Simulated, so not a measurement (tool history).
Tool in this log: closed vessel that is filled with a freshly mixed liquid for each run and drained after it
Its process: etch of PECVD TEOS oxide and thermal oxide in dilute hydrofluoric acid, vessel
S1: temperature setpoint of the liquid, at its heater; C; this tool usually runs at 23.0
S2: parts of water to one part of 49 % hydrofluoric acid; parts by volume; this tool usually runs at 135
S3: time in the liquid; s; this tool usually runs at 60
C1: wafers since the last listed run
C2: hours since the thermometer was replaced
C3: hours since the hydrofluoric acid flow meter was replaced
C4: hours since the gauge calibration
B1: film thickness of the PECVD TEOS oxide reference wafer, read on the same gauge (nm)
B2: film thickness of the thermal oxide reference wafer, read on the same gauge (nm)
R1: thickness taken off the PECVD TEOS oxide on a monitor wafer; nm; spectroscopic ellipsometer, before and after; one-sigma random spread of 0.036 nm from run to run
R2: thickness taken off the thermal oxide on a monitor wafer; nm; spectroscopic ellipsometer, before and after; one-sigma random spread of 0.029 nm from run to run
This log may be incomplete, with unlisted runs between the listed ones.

| run | hour | S1 | S2 | S3 | C1 | C2 | C3 | C4 | B1 | B2 | R1 | R2 |
|---|---|---|---|---|---|---|---|---|---|---|---|---|
| 1 | 0.0 | 23.0 | 135 | 60 | 0 | 475.2 | 1916.1 | 1312.1 | 139.98 | 59.997 | 11.16 | 2.046 |
| 2 | 41.4 | 23.0 | 135 | 60 | 2532 | 516.6 | 1957.5 | 1353.5 | 140.02 | 59.991 | 11.24 | 2.005 |
| 3 | 70.4 | 23.0 | 135 | 60 | 1774 | 545.6 | 1986.5 | 1382.5 | 140.02 | 59.995 | 11.17 | 1.995 |
| 4 | 130.5 | 23.0 | 135 | 60 | 3676 | 605.7 | 2046.6 | 1442.6 | 140.01 | 60.010 | 11.21 | 1.952 |
|  | 141.0 | gauge calibrated |
| 5 | 189.4 | 23.0 | 135 | 60 | 3603 | 664.6 | 2105.5 | 48.4 | 140.01 | 60.007 | 11.34 | 2.001 |
|  | 205.7 | thermometer replaced |
| 6 | 251.0 | 26.5 | 80 | 70 | 3707 | 45.3 | 2167.1 | 110.0 | 140.03 | 59.981 | 26.53 | 4.679 |
| 7 | 283.5 | 23.0 | 135 | 60 | 1988 | 77.8 | 2199.6 | 142.5 | 140.03 | 60.000 | 10.99 | 1.944 |
| 8 | 328.1 | 23.0 | 135 | 60 | 2728 | 122.4 | 2244.2 | 187.1 | 139.99 | 59.983 | 10.98 | 1.925 |
| 9 | 387.4 | 23.0 | 175 | 60 | 3627 | 181.7 | 2303.5 | 246.4 | 140.05 | 59.967 | 8.13 | 1.450 |
|  | 411.4 | hydrofluoric acid flow meter replaced |
| 10 | 428.2 | 23.0 | 135 | 40 | 2434 | 222.5 | 16.8 | 287.2 | 139.98 | 60.000 | 7.37 | 1.336 |
| 11 | 472.6 | 28.0 | 135 | 30 | 2716 | 266.9 | 61.2 | 331.6 | 140.04 | 59.993 | 6.69 | 1.169 |
| 12 | 511.0 | 20.5 | 95 | 60 | 2349 | 305.3 | 99.6 | 370.0 | 140.01 | 59.998 | 14.97 | 2.684 |
| 13 | 556.7 | 21.0 | 100 | 60 | 2795 | 351.0 | 145.3 | 415.7 | 139.95 | 59.968 | 14.45 | 2.661 |
| 14 | 584.7 | 23.0 | 135 | 60 | 1712 | 379.0 | 173.3 | 443.7 | 140.00 | 60.018 | 11.17 | 1.969 |
| 15 | 639.0 | 23.0 | 155 | 60 | 3321 | 433.3 | 227.6 | 498.0 | 140.04 | 60.029 | 9.50 | 1.654 |
| 16 | 663.0 | 23.0 | 135 | 60 | 1468 | 457.3 | 251.6 | 522.0 | 140.01 | 60.024 | 11.13 | 2.070 |
| 17 | 722.2 | 23.0 | 185 | 80 | 3621 | 516.5 | 310.8 | 581.2 | 140.00 | 59.984 | 10.28 | 1.833 |
| 18 | 788.5 | 23.0 | 135 | 60 | 4055 | 582.8 | 377.1 | 647.5 | 139.99 | 60.003 | 11.27 | 1.940 |
|  | 843.3 | thermometer replaced |
| 19 | 854.8 | 23.0 | 135 | 60 | 3994 | 11.5 | 443.4 | 713.8 | 140.00 | 59.986 | 11.02 | 1.928 |
| 20 | 880.1 | 23.0 | 135 | 60 | 1547 | 36.8 | 468.7 | 739.1 | 139.99 | 59.990 | 11.02 | 1.937 |

For run 21, what comes out?
| 21 | 934.6 | 23.0 | 135 | 60 | 3333 | 91.3 | 523.2 | 793.6 | ? | ? | ? | ? |

Run 21 produced B1 139.98, B2 59.992, R1 11.02 nm, R2 1.998 nm.
On a tool with no hidden condition, and with the same random variation, this run would have come out at R1 10.91 nm, R2 1.977 nm.

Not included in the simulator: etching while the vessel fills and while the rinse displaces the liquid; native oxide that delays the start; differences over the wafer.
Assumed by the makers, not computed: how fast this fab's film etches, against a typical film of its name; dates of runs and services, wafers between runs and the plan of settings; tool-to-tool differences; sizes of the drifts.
